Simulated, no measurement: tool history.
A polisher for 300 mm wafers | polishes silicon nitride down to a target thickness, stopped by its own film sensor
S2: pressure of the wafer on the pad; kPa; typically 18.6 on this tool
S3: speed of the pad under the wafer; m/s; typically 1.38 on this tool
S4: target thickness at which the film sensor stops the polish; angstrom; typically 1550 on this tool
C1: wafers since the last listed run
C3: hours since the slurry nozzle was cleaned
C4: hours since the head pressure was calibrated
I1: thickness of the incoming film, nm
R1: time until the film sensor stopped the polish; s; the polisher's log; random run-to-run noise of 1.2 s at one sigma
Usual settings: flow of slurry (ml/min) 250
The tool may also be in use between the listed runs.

run 1 day=0 | flow_of_slurry_(ml/min)=185 S2=18.6 S3=1.38 S4=1550 | C1=0 wafers_polished_on_this_pad=793 C3=149.3 C4=161.4 | I1=247.3 | R1=73.1
run 2 day=1.479 | flow_of_slurry_(ml/min)=250 S2=18.6 S3=1.38 S4=1370 | C1=331 wafers_polished_on_this_pad=1124 C3=184.8 C4=196.9 | I1=249.3 | R1=82.1
run 3 day=2.638 | flow_of_slurry_(ml/min)=250 S2=18.6 S3=1.38 S4=1370 | C1=259 wafers_polished_on_this_pad=1383 C3=212.6 C4=224.7 | I1=251.9 | R1=89.1
run 4 day=4.496 | flow_of_slurry_(ml/min)=250 S2=18.6 S3=1.38 S4=1370 | C1=416 wafers_polished_on_this_pad=1800 C3=257.2 C4=269.3 | I1=250.2 | R1=91.7
-- day=4.779 slurry nozzle cleaned
-- day=5.554 worn pad replaced by a new one
run 5 day=6.717 | flow_of_slurry_(ml/min)=250 S2=18.6 S3=1.38 S4=1550 | C1=450 wafers_polished_on_this_pad=260 C3=46.5 C4=322.6 | I1=251.1 | R1=74.9
run 6 day=7.817 | flow_of_slurry_(ml/min)=250 S2=18.6 S3=1.38 S4=1550 | C1=246 wafers_polished_on_this_pad=506 C3=72.9 C4=349 | I1=248.5 | R1=71
run 7 day=10.729 | flow_of_slurry_(ml/min)=250 S2=18.6 S3=1.22 S4=1550 | C1=652 wafers_polished_on_this_pad=1158 C3=142.8 C4=418.9 | I1=248.3 | R1=79.3
run 8 day=12.183 | flow_of_slurry_(ml/min)=250 S2=18.6 S3=1.22 S4=1550 | C1=325 wafers_polished_on_this_pad=1484 C3=177.7 C4=453.8 | I1=254.3 | R1=89.3
-- day=14.492 worn pad replaced by a new one
run 9 day=14.512 | flow_of_slurry_(ml/min)=275 S2=20 S3=1.38 S4=1550 | C1=484 wafers_polished_on_this_pad=4 C3=233.6 C4=509.7 | I1=249.7 | R1=67.9
-- day=15.371 slurry nozzle cleaned
run 10 day=19.383 | flow_of_slurry_(ml/min)=250 S2=18.6 S3=1.38 S4=1550 | C1=1081 wafers_polished_on_this_pad=1085 C3=96.3 C4=626.6 | I1=253.6 | R1=79.5
-- day=20.362 head pressure recalibrated
run 11 day=21.542 | flow_of_slurry_(ml/min)=250 S2=18.6 S3=1.38 S4=1550 | C1=464 wafers_polished_on_this_pad=1550 C3=148.1 C4=28.3 | I1=248 | R1=71.3
run 12 day=24.496 | flow_of_slurry_(ml/min)=250 S2=18.6 S3=1.38 S4=1550 | C1=661 wafers_polished_on_this_pad=2212 C3=219 C4=99.2 | I1=253.3 | R1=82.8
-- day=24.704 worn pad replaced by a new one
run 13 day=26.479 | flow_of_slurry_(ml/min)=250 S2=18.6 S3=1.38 S4=1370 | C1=406 wafers_polished_on_this_pad=397 C3=266.6 C4=146.8 | I1=248.2 | R1=83.9
-- day=27.208 slurry nozzle cleaned
run 14 day=28.138 | flow_of_slurry_(ml/min)=180 S2=18.6 S3=1 S4=1550 | C1=362 wafers_polished_on_this_pad=759 C3=22.3 C4=186.6 | I1=250.5 | R1=97.1
run 15 day=30.808 | flow_of_slurry_(ml/min)=285 S2=15.2 S3=1.38 S4=1550 | C1=598 wafers_polished_on_this_pad=1357 C3=86.4 C4=250.7 | I1=248.6 | R1=92
run 16 day=32.321 | flow_of_slurry_(ml/min)=250 S2=18.6 S3=1.8 S4=1550 | C1=338 wafers_polished_on_this_pad=1696 C3=122.7 C4=287 | I1=253 | R1=63.2
-- day=33.904 worn pad replaced by a new one
run 17 day=34.921 | flow_of_slurry_(ml/min)=250 S2=18.6 S3=1.38 S4=1550 | C1=544 wafers_polished_on_this_pad=228 C3=185.1 C4=349.4 | I1=250.4 | R1=73.9
run 18 day=35.942 | flow_of_slurry_(ml/min)=250 S2=18.6 S3=1.38 S4=1710 | C1=228 wafers_polished_on_this_pad=456 C3=209.6 C4=373.9 | I1=249.5 | R1=61.9
run 19 day=38.608 | flow_of_slurry_(ml/min)=250 S2=18.6 S3=1.68 S4=1810 | C1=597 wafers_polished_on_this_pad=1053 C3=273.6 C4=437.9 | I1=250.2 | R1=47.3
-- day=39.171 slurry nozzle cleaned
run 20 day=40.292 | flow_of_slurry_(ml/min)=250 S2=15.9 S3=1.12 S4=1550 | C1=367 wafers_polished_on_this_pad=1421 C3=26.9 C4=478.3 | I1=253.4 | R1=112.8
run 21 day=41.45 | flow_of_slurry_(ml/min)=320 S2=18.6 S3=1.38 S4=1550 | C1=259 wafers_polished_on_this_pad=1680 C3=54.7 C4=506.1 | I1=250.8 | R1=76.9
run 22 day=42.746 | flow_of_slurry_(ml/min)=190 S2=18.6 S3=1.38 S4=1550 | C1=290 wafers_polished_on_this_pad=1971 C3=85.8 C4=537.2 | I1=253.9 | R1=87.8
-- day=43.683 worn pad replaced by a new one
run 23 day=44.433 | flow_of_slurry_(ml/min)=205 S2=15.2 S3=1.84 S4=1380 | C1=340 wafers_polished_on_this_pad=168 C3=126.3 C4=577.7 | I1=252.5 | R1=93.6
run 24 day=46.562 | flow_of_slurry_(ml/min)=250 S2=18.6 S3=1.38 S4=1550 | C1=476 wafers_polished_on_this_pad=645 C3=177.4 C4=628.8 | I1=248.9 | R1=78.6
-- day=49.458 slurry nozzle cleaned
run 25 day=49.517 | flow_of_slurry_(ml/min)=250 S2=18.6 S3=1.38 S4=1730 | C1=652 wafers_polished_on_this_pad=1297 C3=1.4 C4=699.7 | I1=251.3 | R1=67.5

Consider 4 possible next runs. They are alternatives, not a sequence: every one starts from the tool as it was left by run 25. What does each give?
run A day=49.533 | flow_of_slurry_(ml/min)=250 S2=14.5 S3=1.38 S4=1550 | C1=3 wafers_polished_on_this_pad=1301 C3=1.8 C4=700.1 | I1=250.1 | R1=?
run B day=49.533 | flow_of_slurry_(ml/min)=170 S2=18.6 S3=1.38 S4=1550 | C1=3 wafers_polished_on_this_pad=1301 C3=1.8 C4=700.1 | I1=250.1 | R1=?
run C day=49.533 | flow_of_slurry_(ml/min)=250 S2=15.2 S3=1.12 S4=1550 | C1=3 wafers_polished_on_this_pad=1301 C3=1.8 C4=700.1 | I1=250.1 | R1=?
run D day=49.533 | flow_of_slurry_(ml/min)=305 S2=18.6 S3=0.92 S4=1550 | C1=3 wafers_polished_on_this_pad=1301 C3=1.8 C4=700.1 | I1=250.1 | R1=?

run=A R1=105.6
run=B R1=86.8
run=C R1=119.2
run=D R1=111.4
With the hidden condition removed and each run's random variation left untouched, the same runs would have given:
run=A R1=87.6
run=B R1=71.9
run=C R1=98.8
run=D R1=92.3

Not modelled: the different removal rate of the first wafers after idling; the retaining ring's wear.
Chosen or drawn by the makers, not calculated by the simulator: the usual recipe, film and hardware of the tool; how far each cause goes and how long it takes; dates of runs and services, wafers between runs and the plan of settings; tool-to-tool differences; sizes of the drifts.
